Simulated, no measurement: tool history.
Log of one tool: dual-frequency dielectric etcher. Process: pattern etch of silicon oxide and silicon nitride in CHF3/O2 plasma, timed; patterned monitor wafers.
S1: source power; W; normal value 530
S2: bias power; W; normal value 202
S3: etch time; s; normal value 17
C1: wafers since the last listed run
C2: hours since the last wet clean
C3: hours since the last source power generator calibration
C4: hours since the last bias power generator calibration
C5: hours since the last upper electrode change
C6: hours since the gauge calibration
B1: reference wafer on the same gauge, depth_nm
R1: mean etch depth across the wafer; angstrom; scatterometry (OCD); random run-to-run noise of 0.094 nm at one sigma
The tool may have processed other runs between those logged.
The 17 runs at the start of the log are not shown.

{"run": 18, "hour": 483.4, "S1": 650, "S2": 243, "S3": 17, "C1": 337, "C2": 62.8, "C3": 64.5, "C4": 1814.6, "C5": 3019.1, "C6": 558.9, "B1": 26.13, "R1": 291.5}
{"hour": 506.5, "done": "gauge calibrated"}
{"hour": 514.7, "done": "upper electrode replaced, of another model than before"}
{"run": 19, "hour": 516.1, "S1": 530, "S2": 202, "S3": 17, "C1": 85, "C2": 95.5, "C3": 97.2, "C4": 1847.3, "C5": 1.4, "C6": 9.6, "B1": 26.11, "R1": 259.6}
{"hour": 542.4, "done": "bias power generator calibrated"}
{"run": 20, "hour": 585.4, "S1": 530, "S2": 216, "S3": 17, "C1": 638, "C2": 164.8, "C3": 166.5, "C4": 43, "C5": 70.7, "C6": 78.9, "B1": 26.09, "R1": 264.3}
{"run": 21, "hour": 598.9, "S1": 530, "S2": 202, "S3": 17, "C1": 132, "C2": 178.3, "C3": 180, "C4": 56.5, "C5": 84.2, "C6": 92.4, "B1": 26.09, "R1": 258.2}
{"run": 22, "hour": 612.3, "S1": 530, "S2": 202, "S3": 17, "C1": 131, "C2": 191.7, "C3": 193.4, "C4": 69.9, "C5": 97.6, "C6": 105.8, "B1": 26.12, "R1": 256.5}
{"run": 23, "hour": 667.7, "S1": 650, "S2": 172, "S3": 18.5, "C1": 541, "C2": 247.1, "C3": 248.8, "C4": 125.3, "C5": 153, "C6": 161.2, "B1": 26.08, "R1": 301}
{"run": 24, "hour": 684.1, "S1": 490, "S2": 250, "S3": 13, "C1": 160, "C2": 263.5, "C3": 265.2, "C4": 141.7, "C5": 169.4, "C6": 177.6, "B1": 26.11, "R1": 199.8}
{"run": 25, "hour": 698.5, "S1": 530, "S2": 202, "S3": 17, "C1": 140, "C2": 277.9, "C3": 279.6, "C4": 156.1, "C5": 183.8, "C6": 192, "B1": 26.11, "R1": 256.5}
{"run": 26, "hour": 737.3, "S1": 410, "S2": 238, "S3": 13.5, "C1": 379, "C2": 316.7, "C3": 318.4, "C4": 194.9, "C5": 222.6, "C6": 230.8, "B1": 26.09, "R1": 179.5}
{"run": 27, "hour": 757.0, "S1": 440, "S2": 217, "S3": 22, "C1": 192, "C2": 336.4, "C3": 338.1, "C4": 214.6, "C5": 242.3, "C6": 250.5, "B1": 26.13, "R1": 300.3}
{"run": 28, "hour": 773.6, "S1": 450, "S2": 202, "S3": 19, "C1": 162, "C2": 353, "C3": 354.7, "C4": 231.2, "C5": 258.9, "C6": 267.1, "B1": 26.11, "R1": 256.7}
{"run": 29, "hour": 787.1, "S1": 530, "S2": 202, "S3": 17, "C1": 132, "C2": 366.5, "C3": 368.2, "C4": 244.7, "C5": 272.4, "C6": 280.6, "B1": 26.07, "R1": 254.5}

For run 30, what comes out?
{"run": 30, "hour": 799.1, "S1": 530, "S2": 232, "S3": 17, "C1": 117, "C2": 378.5, "C3": 380.2, "C4": 256.7, "C5": 284.4, "C6": 292.6, "B1": "?", "R1": "?"}

{"run 30": {"B1": 26.1, "R1": 266.2}}
On a tool with no hidden condition, and with the same random variation, this run would have come out at R1 274.7 angstrom.
